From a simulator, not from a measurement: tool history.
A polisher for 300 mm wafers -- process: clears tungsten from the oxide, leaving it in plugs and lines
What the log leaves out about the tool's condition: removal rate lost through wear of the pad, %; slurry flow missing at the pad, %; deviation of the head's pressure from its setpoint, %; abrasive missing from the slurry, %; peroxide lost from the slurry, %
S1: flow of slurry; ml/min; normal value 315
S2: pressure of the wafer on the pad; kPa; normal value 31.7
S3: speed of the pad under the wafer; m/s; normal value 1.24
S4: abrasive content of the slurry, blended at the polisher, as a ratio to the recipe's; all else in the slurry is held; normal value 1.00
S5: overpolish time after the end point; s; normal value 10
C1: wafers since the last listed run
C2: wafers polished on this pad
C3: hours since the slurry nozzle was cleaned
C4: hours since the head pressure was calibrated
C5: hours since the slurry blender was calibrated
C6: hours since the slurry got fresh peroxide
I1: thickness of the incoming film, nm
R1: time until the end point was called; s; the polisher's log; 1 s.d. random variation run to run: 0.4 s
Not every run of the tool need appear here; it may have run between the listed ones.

run 1 day=0.000 | S1=315 S2=31.7 S3=1.24 S4=1.00 S5=10 | C1=0 C2=547 C3=95.8 C4=374.1 C5=195.5 C6=177.4 | I1=378.3 | R1=44.7
-- day=0.629 slurry blender recalibrated
-- day=0.708 slurry tank refilled with fresh slurry and peroxide
run 2 day=2.117 | S1=315 S2=31.7 S3=1.24 S4=1.00 S5=10 | C1=600 C2=1147 C3=146.6 C4=424.9 C5=35.7 C6=33.8 | I1=380.9 | R1=44.1
run 3 day=4.721 | S1=315 S2=31.7 S3=1.24 S4=1.00 S5=10 | C1=785 C2=1933 C3=209.1 C4=487.4 C5=98.2 C6=96.3 | I1=380.4 | R1=45.0
run 4 day=7.008 | S1=315 S2=31.7 S3=1.24 S4=1.00 S5=10 | C1=689 C2=2623 C3=264.0 C4=542.3 C5=153.1 C6=151.2 | I1=375.4 | R1=44.2
-- day=8.088 worn pad replaced by a new one
-- day=8.175 slurry nozzle cleaned
run 5 day=8.333 | S1=315 S2=31.7 S3=1.24 S4=1.00 S5=10 | C1=336 C2=61 C3=3.8 C4=574.1 C5=184.9 C6=183.0 | I1=376.5 | R1=45.2
-- day=8.992 slurry blender recalibrated
-- day=9.646 slurry tank refilled with fresh slurry and peroxide
run 6 day=10.858 | S1=315 S2=31.7 S3=1.24 S4=1.00 S5=10 | C1=723 C2=785 C3=64.4 C4=634.7 C5=44.8 C6=29.1 | I1=377.3 | R1=46.8
run 7 day=12.375 | S1=315 S2=31.7 S3=1.24 S4=1.00 S5=10 | C1=457 C2=1242 C3=100.8 C4=671.1 C5=81.2 C6=65.5 | I1=379.1 | R1=47.1
-- day=16.067 slurry blender recalibrated, repeated, since the last time left the tool worse
run 8 day=16.488 | S1=315 S2=31.7 S3=1.24 S4=1.00 S5=10 | C1=1215 C2=2457 C3=199.5 C4=769.8 C5=10.1 C6=164.2 | I1=378.9 | R1=44.0
-- day=17.604 worn pad replaced by a new one
-- day=18.333 slurry tank refilled with fresh slurry and peroxide
-- day=19.146 slurry nozzle cleaned
run 9 day=19.283 | S1=315 S2=31.7 S3=1.24 S4=1.00 S5=10 | C1=767 C2=480 C3=3.3 C4=836.9 C5=77.2 C6=22.8 | I1=388.0 | R1=45.5
run 10 day=22.183 | S1=315 S2=31.7 S3=1.24 S4=1.00 S5=11 | C1=874 C2=1355 C3=72.9 C4=906.5 C5=146.8 C6=92.4 | I1=375.3 | R1=44.7
run 11 day=23.292 | S1=315 S2=31.7 S3=1.24 S4=1.00 S5=11 | C1=334 C2=1689 C3=99.5 C4=933.1 C5=173.4 C6=119.0 | I1=376.3 | R1=44.5
run 12 day=24.771 | S1=315 S2=31.7 S3=1.24 S4=1.00 S5=10 | C1=446 C2=2135 C3=135.0 C4=968.6 C5=208.9 C6=154.5 | I1=377.8 | R1=45.2
-- day=25.538 slurry blender recalibrated
run 13 day=25.900 | S1=315 S2=31.7 S3=1.04 S4=1.00 S5=10 | C1=315 C2=2451 C3=162.1 C4=995.7 C5=8.7 C6=181.6 | I1=384.3 | R1=50.9
-- day=26.867 worn pad replaced by a new one
-- day=28.054 head pressure recalibrated
-- day=28.850 slurry tank refilled with fresh slurry and peroxide
run 14 day=28.871 | S1=255 S2=31.7 S3=1.24 S4=1.00 S5=10 | C1=808 C2=567 C3=233.4 C4=19.6 C5=80.0 C6=0.5 | I1=377.0 | R1=44.9
-- day=30.538 slurry nozzle cleaned
run 15 day=31.046 | S1=315 S2=31.7 S3=1.24 S4=1.00 S5=10 | C1=643 C2=1210 C3=12.2 C4=71.8 C5=132.2 C6=52.7 | I1=384.1 | R1=45.3
run 16 day=32.696 | S1=380 S2=31.7 S3=1.54 S4=1.00 S5=10 | C1=497 C2=1708 C3=51.8 C4=111.4 C5=171.8 C6=92.3 | I1=381.8 | R1=37.5
-- day=33.471 slurry blender recalibrated
run 17 day=34.696 | S1=315 S2=31.7 S3=1.24 S4=1.00 S5=10 | C1=578 C2=2286 C3=99.8 C4=159.4 C5=29.4 C6=140.3 | I1=381.7 | R1=44.9
-- day=36.067 worn pad replaced by a new one
run 18 day=36.088 | S1=315 S2=31.7 S3=1.24 S4=1.00 S5=10 | C1=369 C2=6 C3=133.2 C4=192.8 C5=62.8 C6=173.7 | I1=378.5 | R1=44.4
-- day=36.788 slurry tank refilled with fresh slurry and peroxide
run 19 day=37.971 | S1=255 S2=31.7 S3=0.98 S4=1.15 S5=8 | C1=555 C2=561 C3=178.4 C4=238.0 C5=108.0 C6=28.4 | I1=385.3 | R1=52.5
run 20 day=39.458 | S1=350 S2=31.7 S3=1.24 S4=0.80 S5=10 | C1=448 C2=1010 C3=214.1 C4=273.7 C5=143.7 C6=64.1 | I1=381.8 | R1=47.3
run 21 day=41.933 | S1=390 S2=31.7 S3=1.00 S4=0.90 S5=15 | C1=746 C2=1756 C3=273.5 C4=333.1 C5=203.1 C6=123.5 | I1=381.1 | R1=54.5
-- day=42.271 slurry blender recalibrated
-- day=42.912 slurry nozzle cleaned
run 22 day=43.408 | S1=315 S2=31.7 S3=1.24 S4=1.00 S5=10 | C1=407 C2=2163 C3=11.9 C4=368.5 C5=27.3 C6=158.9 | I1=378.0 | R1=43.9
run 23 day=44.796 | S1=235 S2=24.8 S3=1.24 S4=0.75 S5=10 | C1=418 C2=2582 C3=45.2 C4=401.8 C5=60.6 C6=192.2 | I1=381.1 | R1=60.5
-- day=45.246 worn pad replaced by a new one
-- day=45.671 slurry tank refilled with fresh slurry and peroxide
run 24 day=46.196 | S1=315 S2=35.2 S3=1.02 S4=0.85 S5=13 | C1=359 C2=273 C3=78.8 C4=435.4 C5=94.2 C6=12.6 | I1=383.4 | R1=47.7

Here are 4 independent what-if runs from the current tool condition. What would each one return?
run A day=46.212 | S1=315 S2=31.7 S3=1.24 S4=0.85 S5=10 | C1=5 C2=278 C3=79.2 C4=435.8 C5=94.6 C6=13.0 | I1=376.2 | R1=?
run B day=46.212 | S1=315 S2=23.4 S3=1.24 S4=1.25 S5=10 | C1=5 C2=278 C3=79.2 C4=435.8 C5=94.6 C6=13.0 | I1=376.2 | R1=?
run C day=46.212 | S1=240 S2=31.7 S3=1.48 S4=1.20 S5=10 | C1=5 C2=278 C3=79.2 C4=435.8 C5=94.6 C6=13.0 | I1=376.2 | R1=?
run D day=46.212 | S1=315 S2=31.7 S3=1.12 S4=1.15 S5=10 | C1=5 C2=278 C3=79.2 C4=435.8 C5=94.6 C6=13.0 | I1=376.2 | R1=?

run=A R1=45.1
run=B R1=57.2
run=C R1=37.8
run=D R1=46.3
With the hidden condition removed and each run's random variation left untouched, the same runs would have given:
run=A R1=44.7
run=B R1=56.7
run=C R1=37.4
run=D R1=45.9

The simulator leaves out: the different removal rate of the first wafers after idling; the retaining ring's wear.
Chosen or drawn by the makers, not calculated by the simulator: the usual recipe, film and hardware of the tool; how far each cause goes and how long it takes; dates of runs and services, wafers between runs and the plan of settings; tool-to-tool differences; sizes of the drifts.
